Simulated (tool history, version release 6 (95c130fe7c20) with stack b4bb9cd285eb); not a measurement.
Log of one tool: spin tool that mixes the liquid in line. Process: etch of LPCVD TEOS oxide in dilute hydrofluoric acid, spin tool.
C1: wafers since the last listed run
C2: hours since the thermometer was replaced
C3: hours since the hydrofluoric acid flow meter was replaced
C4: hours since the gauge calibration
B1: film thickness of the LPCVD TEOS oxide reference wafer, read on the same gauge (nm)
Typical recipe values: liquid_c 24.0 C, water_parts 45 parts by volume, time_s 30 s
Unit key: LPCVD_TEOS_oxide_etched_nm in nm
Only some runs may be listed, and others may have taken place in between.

Run 1, hour 0.0: usual settings; C1 0; C2 1496.0; C3 974.2; C4 1075.0; B1 89.98. Result: LPCVD_TEOS_oxide_etched_nm 35.10 nm.
Run 2, hour 26.4: usual settings; C1 419; C2 1522.4; C3 1000.6; C4 1101.4; B1 90.00. Result: LPCVD_TEOS_oxide_etched_nm 34.92 nm.
Run 3, hour 48.4: usual settings; C1 349; C2 1544.4; C3 1022.6; C4 1123.4; B1 90.04. Result: LPCVD_TEOS_oxide_etched_nm 35.32 nm.
Run 4, hour 74.0: usual settings; C1 406; C2 1570.0; C3 1048.2; C4 1149.0; B1 89.97. Result: LPCVD_TEOS_oxide_etched_nm 34.82 nm.
Run 5, hour 105.4: usual settings; C1 498; C2 1601.4; C3 1079.6; C4 1180.4; B1 89.99. Result: LPCVD_TEOS_oxide_etched_nm 35.27 nm.
Run 6, hour 140.9: usual settings; C1 563; C2 1636.9; C3 1115.1; C4 1215.9; B1 90.00. Result: LPCVD_TEOS_oxide_etched_nm 35.13 nm.
Run 7, hour 168.7: usual settings; C1 441; C2 1664.7; C3 1142.9; C4 1243.7; B1 90.00. Result: LPCVD_TEOS_oxide_etched_nm 35.18 nm.
Run 8, hour 195.0: usual settings; C1 417; C2 1691.0; C3 1169.2; C4 1270.0; B1 90.01. Result: LPCVD_TEOS_oxide_etched_nm 35.26 nm.
At hour 201.2: hydrofluoric acid flow meter replaced.
At hour 217.4: thermometer replaced.
Run 9, hour 289.6: usual settings; C1 1469; C2 72.2; C3 88.4; C4 1364.6; B1 90.02. Result: LPCVD_TEOS_oxide_etched_nm 32.90 nm.
Run 10, hour 316.2: usual settings but liquid_c 19.0 C, water_parts 25 parts by volume, time_s 25 s; C1 422; C2 98.8; C3 115.0; C4 1391.2; B1 89.97. Result: LPCVD_TEOS_oxide_etched_nm 41.06 nm.
Run 11, hour 351.4: usual settings but water_parts 35 parts by volume, time_s 50 s; C1 558; C2 134.0; C3 150.2; C4 1426.4; B1 90.00. Result: LPCVD_TEOS_oxide_etched_nm 71.71 nm.
Run 12, hour 374.6: usual settings but liquid_c 26.0 C, water_parts 35 parts by volume, time_s 45 s; C1 368; C2 157.2; C3 173.4; C4 1449.6; B1 90.00. Result: LPCVD_TEOS_oxide_etched_nm 70.29 nm.
Run 13, hour 408.6: usual settings but liquid_c 20.0 C, water_parts 30 parts by volume, time_s 20 s; C1 539; C2 191.2; C3 207.4; C4 1483.6; B1 89.98. Result: LPCVD_TEOS_oxide_etched_nm 28.53 nm.
Run 14, hour 438.4: usual settings; C1 472; C2 221.0; C3 237.2; C4 1513.4; B1 90.00. Result: LPCVD_TEOS_oxide_etched_nm 33.16 nm.
At hour 439.2: gauge calibrated.
Run 15, hour 469.4: usual settings but liquid_c 28.5 C, water_parts 40 parts by volume, time_s 45 s; C1 492; C2 252.0; C3 268.2; C4 30.2; B1 89.99. Result: LPCVD_TEOS_oxide_etched_nm 67.17 nm.
Run 16, hour 500.7: usual settings but water_parts 30 parts by volume, time_s 45 s; C1 496; C2 283.3; C3 299.5; C4 61.5; B1 90.01. Result: LPCVD_TEOS_oxide_etched_nm 75.45 nm.
Run 17, hour 536.7: usual settings but liquid_c 20.0 C, water_parts 30 parts by volume, time_s 20 s; C1 571; C2 319.3; C3 335.5; C4 97.5; B1 90.02. Result: LPCVD_TEOS_oxide_etched_nm 28.83 nm.
Run 18, hour 550.6: usual settings; C1 220; C2 333.2; C3 349.4; C4 111.4; B1 89.97. Result: LPCVD_TEOS_oxide_etched_nm 33.34 nm.
Run 19, hour 569.5: usual settings but water_parts 60 parts by volume, time_s 40 s; C1 299; C2 352.1; C3 368.3; C4 130.3; B1 90.00. Result: LPCVD_TEOS_oxide_etched_nm 32.70 nm.
Run 20, hour 585.4: usual settings but liquid_c 22.5 C, water_parts 30 parts by volume, time_s 15 s; C1 252; C2 368.0; C3 384.2; C4 146.2; B1 90.01. Result: LPCVD_TEOS_oxide_etched_nm 24.09 nm.
Run 21, hour 621.1: usual settings; C1 566; C2 403.7; C3 419.9; C4 181.9; B1 89.98. Result: LPCVD_TEOS_oxide_etched_nm 33.69 nm.
Run 22, hour 649.1: usual settings but liquid_c 27.5 C, time_s 40 s; C1 444; C2 431.7; C3 447.9; C4 209.9; B1 89.99. Result: LPCVD_TEOS_oxide_etched_nm 51.80 nm.
Run 23, hour 670.2: usual settings but time_s 45 s; C1 334; C2 452.8; C3 469.0; C4 231.0; B1 90.01. Result: LPCVD_TEOS_oxide_etched_nm 50.24 nm.
Run 24, hour 690.0: usual settings; C1 314; C2 472.6; C3 488.8; C4 250.8; B1 90.01. Result: LPCVD_TEOS_oxide_etched_nm 33.35 nm.
Run 25, hour 718.6: usual settings but liquid_c 22.5 C, water_parts 30 parts by volume, time_s 20 s; C1 453; C2 501.2; C3 517.4; C4 279.4; B1 90.01. Result: LPCVD_TEOS_oxide_etched_nm 32.18 nm.
Run 26, hour 737.9: usual settings but liquid_c 21.0 C, water_parts 40 parts by volume, time_s 40 s; C1 306; C2 520.5; C3 536.7; C4 298.7; B1 90.01. Result: LPCVD_TEOS_oxide_etched_nm 44.99 nm.
Run 27, hour 757.1: usual settings but liquid_c 19.0 C, water_parts 40 parts by volume, time_s 15 s; C1 304; C2 539.7; C3 555.9; C4 317.9; B1 89.98. Result: LPCVD_TEOS_oxide_etched_nm 15.39 nm.
Run 28, hour 791.6: usual settings but liquid_c 19.5 C, water_parts 60 parts by volume, time_s 25 s; C1 547; C2 574.2; C3 590.4; C4 352.4; B1 89.99. Result: LPCVD_TEOS_oxide_etched_nm 17.08 nm.
Run 29, hour 819.7: usual settings but liquid_c 28.0 C; C1 445; C2 602.3; C3 618.5; C4 380.5; B1 90.01. Result: LPCVD_TEOS_oxide_etched_nm 39.74 nm.
Run 30, hour 834.4: usual settings but water_parts 35 parts by volume; C1 233; C2 617.0; C3 633.2; C4 395.2; B1 90.00. Result: LPCVD_TEOS_oxide_etched_nm 44.06 nm.
Run 31, hour 860.9: usual settings; C1 420; C2 643.5; C3 659.7; C4 421.7; B1 90.01. Result: LPCVD_TEOS_oxide_etched_nm 33.50 nm.
Run 32, hour 884.8: usual settings but liquid_c 25.5 C, time_s 45 s; C1 379; C2 667.4; C3 683.6; C4 445.6; B1 90.01. Result: LPCVD_TEOS_oxide_etched_nm 53.44 nm.
Run 33, hour 904.0: usual settings but liquid_c 26.0 C; C1 304; C2 686.6; C3 702.8; C4 464.8; B1 89.99. Result: LPCVD_TEOS_oxide_etched_nm 36.68 nm.

Some steps in LPCVD_TEOS_oxide_etched_nm, run to run, broken into two amounts with sign: the step expected even without the hidden condition (settings, incoming material, random variation), and the rest, left for the hidden condition together with whatever gauge scatter is not in both the measured and the hidden-condition-free result:
Hidden state at play: liquid hotter than its thermometer reads (K); hydrofluoric acid flow above the setpoint (%); gauge reads high (%).
Run 8 -> 9: hydrofluoric acid flow meter replaced, thermometer replaced. LPCVD_TEOS_oxide_etched_nm -2.36 nm: hidden state -2.37, all else +0.01.
Run 12 -> 13: liquid_c 26.0 -> 20.0, water_parts 35 -> 30, time_s 45 -> 20. LPCVD_TEOS_oxide_etched_nm -41.76 nm: hidden state -0.53, all else -41.23.
Run 14 -> 15: liquid_c 24.0 -> 28.5, water_parts 45 -> 40, time_s 30 -> 45, gauge calibrated. LPCVD_TEOS_oxide_etched_nm +34.01 nm: hidden state +0.61, all else +33.40.
Run 16 -> 17: liquid_c 24.0 -> 20.0, time_s 45 -> 20. LPCVD_TEOS_oxide_etched_nm -46.62 nm: hidden state -0.84, all else -45.78.
Run 26 -> 27: liquid_c 21.0 -> 19.0, time_s 40 -> 15. LPCVD_TEOS_oxide_etched_nm -29.60 nm: hidden state -0.87, all else -28.73.

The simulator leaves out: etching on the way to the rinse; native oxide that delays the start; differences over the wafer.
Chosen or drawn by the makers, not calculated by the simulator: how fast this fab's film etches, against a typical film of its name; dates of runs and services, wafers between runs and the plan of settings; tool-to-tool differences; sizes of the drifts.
